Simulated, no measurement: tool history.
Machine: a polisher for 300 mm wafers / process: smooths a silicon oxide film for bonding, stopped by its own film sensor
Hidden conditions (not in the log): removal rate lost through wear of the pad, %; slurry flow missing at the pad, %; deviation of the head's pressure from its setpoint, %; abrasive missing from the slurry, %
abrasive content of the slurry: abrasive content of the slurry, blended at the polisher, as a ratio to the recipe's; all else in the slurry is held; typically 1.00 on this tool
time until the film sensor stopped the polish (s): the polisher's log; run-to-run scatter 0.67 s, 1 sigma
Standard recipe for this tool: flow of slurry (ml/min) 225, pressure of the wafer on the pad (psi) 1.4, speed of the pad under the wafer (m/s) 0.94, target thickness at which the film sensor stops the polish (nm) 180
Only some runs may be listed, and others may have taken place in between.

run	hour	flow of slurry (ml/min)	pressure of the wafer on the pad (psi)	speed of the pad under the wafer (m/s)	abrasive content of the slurry	target thickness at which the film sensor stops the polish (nm)	wafers since the last listed run	wafers polished on this pad	hours since the slurry nozzle was cleaned	hours since the head pressure was calibrated	hours since the slurry blender was calibrated	incoming thickness of the incoming film, nm	time until the film sensor stopped the polish (s)
1	0.0	225	1.4	0.94	1.00	180	0	258	264.2	889.4	291.7	209.8	60.8
2	30.7	225	1.4	0.94	1.00	180	228	486	294.9	920.1	322.4	205.9	53.6
# hour 66.5: slurry nozzle cleaned
3	67.0	225	1.4	0.94	1.00	180	262	748	0.5	956.4	358.7	208.8	58.4
4	95.0	205	1.4	0.82	1.00	180	207	956	28.5	984.4	386.7	205.9	60.2
5	111.6	205	1.4	0.82	1.00	180	123	1080	45.1	1001.0	403.3	211.3	73.9
6	134.3	225	1.4	0.94	1.00	180	168	1248	67.8	1023.7	426.0	209.7	62.9
# hour 143.5: slurry blender recalibrated
7	157.7	225	1.2	0.94	1.00	174	158	1407	91.2	1047.1	14.2	210.9	85.3
# hour 168.8: head pressure recalibrated
8	191.2	225	1.4	0.84	1.00	180	233	1641	124.7	22.4	47.7	208.1	66.6
9	206.6	225	1.4	0.94	1.00	180	114	1756	140.1	37.8	63.1	205.9	54.9
# hour 230.4: worn pad replaced by a new one
10	235.8	225	1.4	0.94	1.00	180	187	39	169.3	67.0	92.3	206.7	55.1
11	258.2	280	1.4	0.94	1.00	180	166	206	191.7	89.4	114.7	207.3	55.5
12	287.4	225	1.7	0.94	1.00	180	216	423	220.9	118.6	143.9	209.3	52.7
13	316.9	225	1.4	1.22	1.00	180	219	642	250.4	148.1	173.4	209.4	49.6
14	338.1	225	1.4	0.94	1.00	180	157	799	271.6	169.3	194.6	207.7	58.1
15	369.9	285	1.9	0.94	0.70	180	236	1036	303.4	201.1	226.4	214.0	68.1
16	385.0	225	1.4	0.84	1.00	180	112	1148	318.5	216.2	241.5	208.4	63.7
17	401.6	225	1.4	0.62	1.00	180	123	1271	335.1	232.8	258.1	212.0	95.8
18	421.1	225	1.2	0.94	0.80	180	144	1416	354.6	252.3	277.6	209.4	75.5
# hour 422.3: slurry nozzle cleaned
19	452.1	275	1.1	0.94	1.00	187	222	1639	29.8	283.3	308.6	210.0	54.9
# hour 470.7: worn pad replaced by a new one
20	558.0	225	1.4	0.62	1.00	180	756	648	135.7	389.2	414.5	209.8	85.7
# hour 566.8: slurry blender recalibrated
21	589.8	225	1.4	0.94	1.00	180	221	869	167.5	421.0	23.0	210.0	62.4
22	603.5	305	1.5	0.94	1.15	189	101	971	181.2	434.7	36.7	209.5	36.6
23	624.7	225	1.1	0.94	1.00	174	157	1128	202.4	455.9	57.9	213.5	95.3
24	651.9	225	1.4	0.94	1.00	180	202	1330	229.6	483.1	85.1	208.0	59.8
# hour 673.6: worn pad replaced by a new one
25	674.1	225	1.4	0.78	1.00	180	135	3	251.8	505.3	107.3	206.3	62.5
26	697.1	290	1.6	0.78	1.00	186	170	174	274.8	528.3	130.3	209.5	50.1
27	771.6	225	1.4	0.94	0.75	180	553	727	349.3	602.8	204.8	209.4	69.8
# hour 782.4: slurry nozzle cleaned
28	792.2	195	0.9	0.68	0.75	180	145	873	9.8	623.4	225.4	209.0	115.9
29	810.2	225	1.4	0.94	1.30	180	133	1006	27.8	641.4	243.4	211.2	57.4
30	841.4	225	1.4	0.94	1.00	174	231	1238	59.0	672.6	274.6	207.6	69.7
# hour 901.3: slurry blender recalibrated
# hour 931.8: worn pad replaced by a new one
31	935.1	225	0.9	0.94	0.90	180	651	24	152.7	766.3	33.8	207.3	77.1

Here are 3 independent what-if runs from the current tool condition. What would each one return?
A	935.5	225	1.4	0.94	1.20	180	2	27	153.1	766.7	34.2	207.8	?
B	935.5	265	1.0	0.94	1.00	187	2	27	153.1	766.7	34.2	207.8	?
C	935.5	225	1.4	1.02	0.90	180	2	27	153.1	766.7	34.2	207.8	?

run	time until the film sensor stopped the polish (s)
A	52.6
B	50.7
C	55.8
Had the tool no hidden state, the same runs would have come out as:
run	time until the film sensor stopped the polish (s)
A	52.5
B	50.6
C	55.7
